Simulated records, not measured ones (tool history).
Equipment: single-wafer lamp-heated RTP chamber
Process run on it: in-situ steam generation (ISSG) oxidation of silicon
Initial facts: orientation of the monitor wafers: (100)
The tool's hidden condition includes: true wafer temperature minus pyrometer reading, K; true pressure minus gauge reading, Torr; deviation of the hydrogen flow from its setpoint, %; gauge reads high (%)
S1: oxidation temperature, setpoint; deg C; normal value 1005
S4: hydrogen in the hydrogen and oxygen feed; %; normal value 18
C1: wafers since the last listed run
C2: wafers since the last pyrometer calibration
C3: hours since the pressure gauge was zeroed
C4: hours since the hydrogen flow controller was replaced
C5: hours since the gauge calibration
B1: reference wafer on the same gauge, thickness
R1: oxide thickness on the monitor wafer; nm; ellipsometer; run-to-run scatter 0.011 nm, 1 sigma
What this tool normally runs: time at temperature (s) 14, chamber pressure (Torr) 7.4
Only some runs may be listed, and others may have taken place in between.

run 1 day=0 | S1=1005 time_at_temperature_(s)=14 chamber_pressure_(Torr)=7.4 S4=18 | C1=0 C2=2191 C3=3494.2 C4=2702.9 C5=206 | B1=3.926 | R1=4.606
run 2 day=2.696 | S1=1005 time_at_temperature_(s)=14 chamber_pressure_(Torr)=7.4 S4=18 | C1=878 C2=3069 C3=3558.9 C4=2767.6 C5=270.7 | B1=3.927 | R1=4.611
run 3 day=5.15 | S1=1005 time_at_temperature_(s)=14 chamber_pressure_(Torr)=7.4 S4=11 | C1=799 C2=3869 C3=3617.8 C4=2826.5 C5=329.6 | B1=3.93 | R1=4.152
run 4 day=9.496 | S1=1005 time_at_temperature_(s)=14 chamber_pressure_(Torr)=7.4 S4=11 | C1=1416 C2=5285 C3=3722.1 C4=2930.8 C5=433.9 | B1=3.933 | R1=4.142
-- day=11.446 pyrometer window cleaned and pyrometer calibrated
run 5 day=11.467 | S1=1005 time_at_temperature_(s)=14 chamber_pressure_(Torr)=8 S4=18 | C1=533 C2=7 C3=3769.4 C4=2978.1 C5=481.2 | B1=3.929 | R1=4.605
run 6 day=13.425 | S1=1005 time_at_temperature_(s)=14 chamber_pressure_(Torr)=8 S4=18 | C1=638 C2=645 C3=3816.4 C4=3025.1 C5=528.2 | B1=3.925 | R1=4.626
run 7 day=16.6 | S1=1005 time_at_temperature_(s)=14 chamber_pressure_(Torr)=7.4 S4=18 | C1=1034 C2=1679 C3=3892.6 C4=3101.3 C5=604.4 | B1=3.932 | R1=4.62
run 8 day=20.754 | S1=1005 time_at_temperature_(s)=14 chamber_pressure_(Torr)=7.4 S4=18 | C1=1353 C2=3033 C3=3992.3 C4=3201 C5=704.1 | B1=3.926 | R1=4.637
run 9 day=24.05 | S1=1005 time_at_temperature_(s)=14 chamber_pressure_(Torr)=7.4 S4=18 | C1=1073 C2=4107 C3=4071.4 C4=3280.1 C5=783.2 | B1=3.931 | R1=4.662
run 10 day=25.621 | S1=1005 time_at_temperature_(s)=14 chamber_pressure_(Torr)=7.4 S4=18 | C1=511 C2=4619 C3=4109.1 C4=3317.8 C5=820.9 | B1=3.933 | R1=4.651
run 11 day=27.904 | S1=1005 time_at_temperature_(s)=14 chamber_pressure_(Torr)=7.4 S4=18 | C1=744 C2=5363 C3=4163.9 C4=3372.6 C5=875.7 | B1=3.932 | R1=4.641
-- day=29.238 pressure gauge zeroed
-- day=31.258 hydrogen flow controller replaced
-- day=32.021 pyrometer window cleaned and pyrometer calibrated
run 12 day=32.042 | S1=1005 time_at_temperature_(s)=14 chamber_pressure_(Torr)=7.4 S4=18 | C1=1022 C2=7 C3=67.3 C4=18.8 C5=975 | B1=3.937 | R1=4.607
run 13 day=34.125 | S1=1005 time_at_temperature_(s)=14 chamber_pressure_(Torr)=7.4 S4=18 | C1=678 C2=686 C3=117.3 C4=68.8 C5=1025 | B1=3.933 | R1=4.599
run 14 day=38.242 | S1=1015 time_at_temperature_(s)=11 chamber_pressure_(Torr)=7.8 S4=12 | C1=1341 C2=2027 C3=216.1 C4=167.6 C5=1123.8 | B1=3.924 | R1=3.906

For run 15, what comes out?
run 15 day=40.158 | S1=1014 time_at_temperature_(s)=13 chamber_pressure_(Torr)=8.5 S4=23 | C1=624 C2=2652 C3=262.1 C4=213.6 C5=1169.8 | B1=? | R1=?

{"run 15": {"B1": 3.932, "R1": 4.899}}
Take away the tool's hidden state, keep the run-to-run variation as it was, and the same run would have given R1 4.877 nm.

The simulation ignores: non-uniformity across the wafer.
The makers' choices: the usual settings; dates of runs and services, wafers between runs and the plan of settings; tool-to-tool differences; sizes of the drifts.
